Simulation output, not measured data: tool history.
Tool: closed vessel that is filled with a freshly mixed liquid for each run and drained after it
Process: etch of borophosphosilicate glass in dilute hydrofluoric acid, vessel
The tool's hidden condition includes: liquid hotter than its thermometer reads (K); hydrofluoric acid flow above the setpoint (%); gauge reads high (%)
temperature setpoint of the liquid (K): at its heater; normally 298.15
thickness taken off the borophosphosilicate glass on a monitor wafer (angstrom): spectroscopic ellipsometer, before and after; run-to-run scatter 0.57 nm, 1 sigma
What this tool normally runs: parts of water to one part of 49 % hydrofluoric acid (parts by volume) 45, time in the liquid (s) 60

run	hour	temperature setpoint of the liquid (K)	parts of water to one part of 49 % hydrofluoric acid (parts by volume)	time in the liquid (s)	wafers since the last listed run	hours since the thermometer was replaced	hours since the hydrofluoric acid flow meter was replaced	hours since the gauge calibration	read-back film thickness of the borophosphosilicate glass reference wafer, read on the same gauge (nm)	thickness taken off the borophosphosilicate glass on a monitor wafer (angstrom)
1	0.0	298.15	45	60	0	678.4	380.1	593.7	110.00	812.3
2	49.4	298.15	45	60	4810	727.8	429.5	643.1	109.99	816.9
3	79.2	300.65	40	60	2901	757.6	459.3	672.9	110.01	1025.8
4	121.0	300.65	40	60	4070	799.4	501.1	714.7	110.00	1031.7
5	178.2	300.65	40	60	5570	856.6	558.3	771.9	109.98	1013.3
6	208.4	298.15	45	60	2940	886.8	588.5	802.1	110.02	806.6
7	247.1	298.15	45	60	3768	925.5	627.2	840.8	109.99	818.3
8	286.9	298.15	45	60	3875	965.3	667.0	880.6	110.00	817.4
9	344.3	298.15	60	60	5589	1022.7	724.4	938.0	109.98	604.4
10	399.7	298.15	60	60	5394	1078.1	779.8	993.4	110.02	597.9
11	432.3	296.15	45	60	3174	1110.7	812.4	1026.0	109.99	759.3
12	496.7	298.15	45	60	6271	1175.1	876.8	1090.4	110.02	826.9
# hour 504.6: thermometer replaced
# hour 548.5: hydrofluoric acid flow meter replaced
13	551.7	298.15	45	60	5161	47.1	3.2	1145.4	110.02	807.1
14	590.7	298.15	45	95	3797	86.1	42.2	1184.4	110.01	1270.1
# hour 629.4: gauge calibrated
15	661.0	298.15	30	60	6845	156.4	112.5	31.6	110.02	1222.0
16	720.2	298.15	45	60	5764	215.6	171.7	90.8	109.99	803.1
17	787.1	295.15	45	40	6514	282.5	238.6	157.7	109.99	470.3
18	821.7	298.15	45	60	3369	317.1	273.2	192.3	110.00	801.5
19	864.4	302.65	55	60	4158	359.8	315.9	235.0	110.01	786.8
20	915.3	301.65	25	60	4956	410.7	366.8	285.9	110.00	1728.8
21	941.5	298.15	45	60	2551	436.9	393.0	312.1	109.99	808.0
22	1004.2	301.65	45	60	6105	499.6	455.7	374.8	110.03	923.9
23	1075.4	298.15	65	60	6933	570.8	526.9	446.0	110.03	542.7
24	1136.1	298.15	65	60	5910	631.5	587.6	506.7	110.01	548.9
25	1168.9	298.15	45	70	3194	664.3	620.4	539.5	110.00	937.6
26	1201.2	298.15	45	60	3145	696.6	652.7	571.8	109.99	816.2
27	1231.3	298.15	45	90	2931	726.7	682.8	601.9	110.00	1216.5
28	1290.0	298.15	45	45	5716	785.4	741.5	660.6	109.97	610.2
29	1339.2	300.65	40	60	4791	834.6	790.7	709.8	110.02	1022.0
30	1398.2	295.15	55	30	5745	893.6	849.7	768.8	110.02	292.9
31	1431.2	298.15	45	30	3213	926.6	882.7	801.8	109.98	414.2
# hour 1471.4: hydrofluoric acid flow meter replaced
32	1476.9	294.15	45	60	4352	972.3	5.5	847.5	109.97	693.8
33	1530.7	300.15	45	60	5239	1026.1	59.3	901.3	109.98	888.8

The same runs without the tool's hidden state, with the same run-to-run variation:
run	thickness taken off the borophosphosilicate glass on a monitor wafer (angstrom)
1	795.2
2	798.4
3	1002.1
4	1006.6
5	987.1
6	784.5
7	794.9
8	793.1
9	585.7
10	578.5
11	733.0
12	797.4
13	804.7
14	1264.9
15	1214.4
16	796.6
17	465.4
18	792.7
19	777.3
20	1704.4
21	796.1
22	908.9
23	532.6
24	537.7
25	917.1
26	797.8
27	1187.9
28	594.7
29	995.2
30	284.4
31	402.1
32	671.6
33	860.3

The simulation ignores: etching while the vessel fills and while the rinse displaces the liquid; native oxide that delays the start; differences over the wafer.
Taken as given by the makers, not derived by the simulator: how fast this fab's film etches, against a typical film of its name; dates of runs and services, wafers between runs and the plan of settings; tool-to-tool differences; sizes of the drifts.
